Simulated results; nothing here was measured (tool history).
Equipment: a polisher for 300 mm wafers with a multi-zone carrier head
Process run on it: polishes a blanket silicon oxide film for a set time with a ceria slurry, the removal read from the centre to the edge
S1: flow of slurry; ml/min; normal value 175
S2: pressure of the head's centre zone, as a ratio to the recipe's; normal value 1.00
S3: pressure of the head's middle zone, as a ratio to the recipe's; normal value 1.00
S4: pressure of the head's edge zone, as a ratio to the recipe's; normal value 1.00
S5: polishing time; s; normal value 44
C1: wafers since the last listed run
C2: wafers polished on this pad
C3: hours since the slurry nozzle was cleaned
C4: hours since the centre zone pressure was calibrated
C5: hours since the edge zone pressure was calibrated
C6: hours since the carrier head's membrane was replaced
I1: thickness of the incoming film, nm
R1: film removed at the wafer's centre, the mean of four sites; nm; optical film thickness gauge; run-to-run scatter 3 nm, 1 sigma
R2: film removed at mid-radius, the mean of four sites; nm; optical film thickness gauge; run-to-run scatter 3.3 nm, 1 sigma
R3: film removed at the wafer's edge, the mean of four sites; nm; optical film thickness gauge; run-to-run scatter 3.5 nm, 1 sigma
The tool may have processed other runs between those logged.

{"run": 1, "hour": 0.0, "S1": 175, "S2": 1.0, "S3": 1.0, "S4": 1.0, "S5": 44, "C1": 0, "C2": 4001, "C3": 176.7, "C4": 309.7, "C5": 225.3, "C6": 700.9, "I1": 839.1, "R1": 231.4, "R2": 228.4, "R3": 224.1}
{"run": 2, "hour": 59.1, "S1": 175, "S2": 1.0, "S3": 1.0, "S4": 1.0, "S5": 44, "C1": 890, "C2": 4892, "C3": 235.8, "C4": 368.8, "C5": 284.4, "C6": 760.0, "I1": 844.9, "R1": 226.2, "R2": 232.1, "R3": 226.9}
{"run": 3, "hour": 130.4, "S1": 175, "S2": 1.0, "S3": 1.0, "S4": 1.0, "S5": 44, "C1": 1074, "C2": 5967, "C3": 307.1, "C4": 440.1, "C5": 355.7, "C6": 831.3, "I1": 844.4, "R1": 225.8, "R2": 227.3, "R3": 225.5}
{"hour": 184.3, "done": "worn pad replaced by a new one"}
{"run": 4, "hour": 184.8, "S1": 175, "S2": 1.0, "S3": 1.0, "S4": 1.0, "S5": 44, "C1": 759, "C2": 6, "C3": 361.5, "C4": 494.5, "C5": 410.1, "C6": 885.7, "I1": 849.3, "R1": 222.4, "R2": 224.0, "R3": 223.9}
{"hour": 237.4, "done": "edge zone pressure recalibrated"}
{"hour": 278.6, "done": "centre zone pressure recalibrated"}
{"run": 5, "hour": 283.6, "S1": 175, "S2": 1.0, "S3": 1.0, "S4": 1.0, "S5": 44, "C1": 1429, "C2": 1435, "C3": 460.3, "C4": 5.0, "C5": 46.2, "C6": 984.5, "I1": 850.3, "R1": 225.1, "R2": 224.5, "R3": 223.6}
{"run": 6, "hour": 378.1, "S1": 175, "S2": 1.0, "S3": 1.0, "S4": 1.0, "S5": 44, "C1": 1424, "C2": 2860, "C3": 554.8, "C4": 99.5, "C5": 140.7, "C6": 1079.0, "I1": 841.1, "R1": 215.4, "R2": 217.8, "R3": 226.8}
{"run": 7, "hour": 414.1, "S1": 175, "S2": 1.0, "S3": 0.94, "S4": 1.0, "S5": 52, "C1": 542, "C2": 3403, "C3": 590.8, "C4": 135.5, "C5": 176.7, "C6": 1115.0, "I1": 849.3, "R1": 257.8, "R2": 255.9, "R3": 264.3}
{"run": 8, "hour": 453.8, "S1": 175, "S2": 1.0, "S3": 0.94, "S4": 1.0, "S5": 52, "C1": 598, "C2": 4001, "C3": 630.5, "C4": 175.2, "C5": 216.4, "C6": 1154.7, "I1": 848.8, "R1": 263.0, "R2": 249.8, "R3": 269.7}
{"run": 9, "hour": 554.1, "S1": 175, "S2": 1.0, "S3": 0.94, "S4": 1.0, "S5": 52, "C1": 1511, "C2": 5513, "C3": 730.8, "C4": 275.5, "C5": 316.7, "C6": 1255.0, "I1": 861.1, "R1": 259.2, "R2": 250.6, "R3": 260.3}
{"hour": 591.6, "done": "slurry nozzle cleaned"}
{"hour": 598.4, "done": "worn pad replaced by a new one"}
{"run": 10, "hour": 600.4, "S1": 175, "S2": 1.0, "S3": 1.0, "S4": 1.03, "S5": 44, "C1": 622, "C2": 30, "C3": 8.8, "C4": 321.8, "C5": 363.0, "C6": 1301.3, "I1": 847.6, "R1": 232.6, "R2": 235.7, "R3": 236.3}
{"hour": 636.3, "done": "edge zone pressure recalibrated"}
{"run": 11, "hour": 660.2, "S1": 175, "S2": 1.0, "S3": 0.96, "S4": 1.0, "S5": 44, "C1": 871, "C2": 901, "C3": 68.6, "C4": 381.6, "C5": 23.9, "C6": 1361.1, "I1": 846.5, "R1": 231.6, "R2": 228.8, "R3": 228.2}
{"hour": 782.5, "done": "carrier head's membrane replaced by a new one"}
{"hour": 908.2, "done": "centre zone pressure recalibrated"}
{"run": 12, "hour": 976.3, "S1": 155, "S2": 1.0, "S3": 0.96, "S4": 1.0, "S5": 44, "C1": 4659, "C2": 5561, "C3": 384.7, "C4": 68.1, "C5": 340.0, "C6": 193.8, "I1": 843.5, "R1": 217.9, "R2": 208.5, "R3": 226.8}
{"run": 13, "hour": 1063.3, "S1": 175, "S2": 1.0, "S3": 1.0, "S4": 0.91, "S5": 39, "C1": 1311, "C2": 6872, "C3": 471.7, "C4": 155.1, "C5": 427.0, "C6": 280.8, "I1": 849.6, "R1": 198.7, "R2": 194.1, "R3": 190.7}
{"hour": 1083.7, "done": "worn pad replaced by a new one"}
{"hour": 1099.8, "done": "edge zone pressure recalibrated"}
{"run": 14, "hour": 1157.0, "S1": 230, "S2": 1.11, "S3": 1.04, "S4": 1.0, "S5": 44, "C1": 1322, "C2": 1074, "C3": 565.4, "C4": 248.8, "C5": 57.2, "C6": 374.5, "I1": 840.6, "R1": 255.1, "R2": 233.6, "R3": 231.5}
{"run": 15, "hour": 1255.2, "S1": 135, "S2": 1.0, "S3": 1.0, "S4": 1.03, "S5": 52, "C1": 1480, "C2": 2555, "C3": 663.6, "C4": 347.0, "C5": 155.4, "C6": 472.7, "I1": 857.8, "R1": 240.4, "R2": 248.7, "R3": 259.3}
{"run": 16, "hour": 1300.7, "S1": 175, "S2": 1.0, "S3": 1.0, "S4": 1.0, "S5": 44, "C1": 685, "C2": 3240, "C3": 709.1, "C4": 392.5, "C5": 200.9, "C6": 518.2, "I1": 849.7, "R1": 216.6, "R2": 218.3, "R3": 224.6}
{"hour": 1409.0, "done": "slurry nozzle cleaned"}
{"hour": 1516.6, "done": "edge zone pressure recalibrated"}
{"hour": 1534.1, "done": "worn pad replaced by a new one, of another model than before"}
{"run": 17, "hour": 1573.5, "S1": 225, "S2": 1.0, "S3": 1.0, "S4": 0.9, "S5": 44, "C1": 4006, "C2": 593, "C3": 164.5, "C4": 665.3, "C5": 56.9, "C6": 791.0, "I1": 853.6, "R1": 241.9, "R2": 237.5, "R3": 235.2}
{"hour": 1576.6, "done": "centre zone pressure recalibrated"}
{"run": 18, "hour": 1674.2, "S1": 140, "S2": 1.0, "S3": 1.0, "S4": 1.0, "S5": 55, "C1": 1487, "C2": 2081, "C3": 265.2, "C4": 97.6, "C5": 157.6, "C6": 891.7, "I1": 837.5, "R1": 243.4, "R2": 254.4, "R3": 267.6}
{"run": 19, "hour": 1753.4, "S1": 175, "S2": 1.0, "S3": 1.0, "S4": 1.0, "S5": 44, "C1": 1193, "C2": 3275, "C3": 344.4, "C4": 176.8, "C5": 236.8, "C6": 970.9, "I1": 841.6, "R1": 209.0, "R2": 213.5, "R3": 216.1}
{"hour": 1999.9, "done": "edge zone pressure recalibrated"}
{"run": 20, "hour": 2015.9, "S1": 175, "S2": 1.0, "S3": 1.0, "S4": 1.0, "S5": 33, "C1": 3926, "C2": 7202, "C3": 606.9, "C4": 439.3, "C5": 16.0, "C6": 1233.4, "I1": 848.4, "R1": 148.7, "R2": 152.8, "R3": 158.3}
{"hour": 2035.6, "done": "worn pad replaced by a new one"}
{"hour": 2099.7, "done": "carrier head's membrane replaced by a new one"}
{"run": 21, "hour": 2118.1, "S1": 220, "S2": 1.1, "S3": 1.0, "S4": 0.89, "S5": 44, "C1": 1404, "C2": 1168, "C3": 709.1, "C4": 541.5, "C5": 118.2, "C6": 18.4, "I1": 837.9, "R1": 228.7, "R2": 217.8, "R3": 211.9}
{"hour": 2143.2, "done": "centre zone pressure recalibrated"}
{"run": 22, "hour": 2189.0, "S1": 175, "S2": 1.0, "S3": 1.0, "S4": 1.0, "S5": 44, "C1": 1038, "C2": 2206, "C3": 780.0, "C4": 45.8, "C5": 189.1, "C6": 89.3, "I1": 847.5, "R1": 193.8, "R2": 199.7, "R3": 207.5}

4 ways to go on from here, each from the tool as it stands after run 22. What would each give?
{"run": "A", "hour": 2189.4, "S1": 175, "S2": 1.0, "S3": 1.0, "S4": 1.0, "S5": 44, "C1": 6, "C2": 2212, "C3": 780.4, "C4": 46.2, "C5": 189.5, "C6": 89.7, "I1": 832.7, "R1": "?", "R2": "?", "R3": "?"}
{"run": "B", "hour": 2189.4, "S1": 145, "S2": 1.04, "S3": 1.0, "S4": 1.0, "S5": 44, "C1": 6, "C2": 2212, "C3": 780.4, "C4": 46.2, "C5": 189.5, "C6": 89.7, "I1": 832.7, "R1": "?", "R2": "?", "R3": "?"}
{"run": "C", "hour": 2189.4, "S1": 175, "S2": 1.04, "S3": 1.0, "S4": 1.04, "S5": 37, "C1": 6, "C2": 2212, "C3": 780.4, "C4": 46.2, "C5": 189.5, "C6": 89.7, "I1": 832.7, "R1": "?", "R2": "?", "R3": "?"}
{"run": "D", "hour": 2189.4, "S1": 175, "S2": 1.0, "S3": 1.0, "S4": 1.06, "S5": 44, "C1": 6, "C2": 2212, "C3": 780.4, "C4": 46.2, "C5": 189.5, "C6": 89.7, "I1": 832.7, "R1": "?", "R2": "?", "R3": "?"}

run=A R1=197.1 R2=200.3 R3=205.6
run=B R1=182.5 R2=182.2 R3=193.7
run=C R1=171.6 R2=168.4 R3=175.7
run=D R1=197.1 R2=200.2 R3=210.7
Take away the tool's hidden state, keep each run's random variation, and the runs would have read:
run=A R1=241.6 R2=239.1 R3=232.5
run=B R1=237.1 R2=228.1 R3=224.7
run=C R1=210.3 R2=201.0 R3=198.7
run=D R1=241.6 R2=239.1 R3=238.2

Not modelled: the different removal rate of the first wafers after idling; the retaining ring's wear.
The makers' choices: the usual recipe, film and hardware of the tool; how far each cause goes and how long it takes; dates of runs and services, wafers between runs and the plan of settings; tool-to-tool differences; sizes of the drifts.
